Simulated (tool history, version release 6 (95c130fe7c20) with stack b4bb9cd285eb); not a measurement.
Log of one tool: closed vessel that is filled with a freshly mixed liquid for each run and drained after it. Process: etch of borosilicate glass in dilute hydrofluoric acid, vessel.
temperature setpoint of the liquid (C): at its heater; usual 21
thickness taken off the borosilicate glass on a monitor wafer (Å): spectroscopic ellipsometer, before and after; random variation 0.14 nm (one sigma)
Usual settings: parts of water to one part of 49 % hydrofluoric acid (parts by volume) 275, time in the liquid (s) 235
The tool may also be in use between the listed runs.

| run | hour | temperature setpoint of the liquid (C) | parts of water to one part of 49 % hydrofluoric acid (parts by volume) | time in the liquid (s) | read-back film thickness of the borosilicate glass reference wafer, read on the same gauge (nm) | thickness taken off the borosilicate glass on a monitor wafer (Å) |
|---|---|---|---|---|---|---|
| 1 | 0 | 21 | 275 | 235 | 130.03 | 266.3 |
| 2 | 57.3 | 21 | 275 | 235 | 130.03 | 265.4 |
| 3 | 97.5 | 21 | 275 | 235 | 130.03 | 268.1 |
| 4 | 143.4 | 21 | 275 | 235 | 129.99 | 268.6 |
| 5 | 188.5 | 21 | 275 | 235 | 129.95 | 266.6 |
| 6 | 253.2 | 21 | 275 | 235 | 129.98 | 267.5 |
| 7 | 277.6 | 21 | 275 | 235 | 130.02 | 267.7 |
| 8 | 345.5 | 21 | 275 | 235 | 129.99 | 270 |
| 9 | 392.4 | 21 | 275 | 235 | 130.06 | 266.5 |
| 10 | 442.9 | 21 | 275 | 235 | 130.04 | 270.3 |
|  | 446.8 | hydrofluoric acid flow meter replaced |
|  | 498.8 | gauge calibrated |
| 11 | 502.1 | 21 | 275 | 150 | 130.03 | 159.9 |
| 12 | 536.7 | 21 | 275 | 150 | 130 | 162.2 |
| 13 | 568.1 | 21 | 275 | 180 | 129.95 | 194.7 |

Run 14 comes next. What will it give?
| 14 | 604 | 21 | 275 | 235 | ? | ? |

Run 14 gave read-back film thickness of the borosilicate glass reference wafer, read on the same gauge (nm) 129.97, thickness taken off the borosilicate glass on a monitor wafer (Å) 250.5.
Without the tool's hidden state the same run would have given thickness taken off the borosilicate glass on a monitor wafer (Å) 255.9.
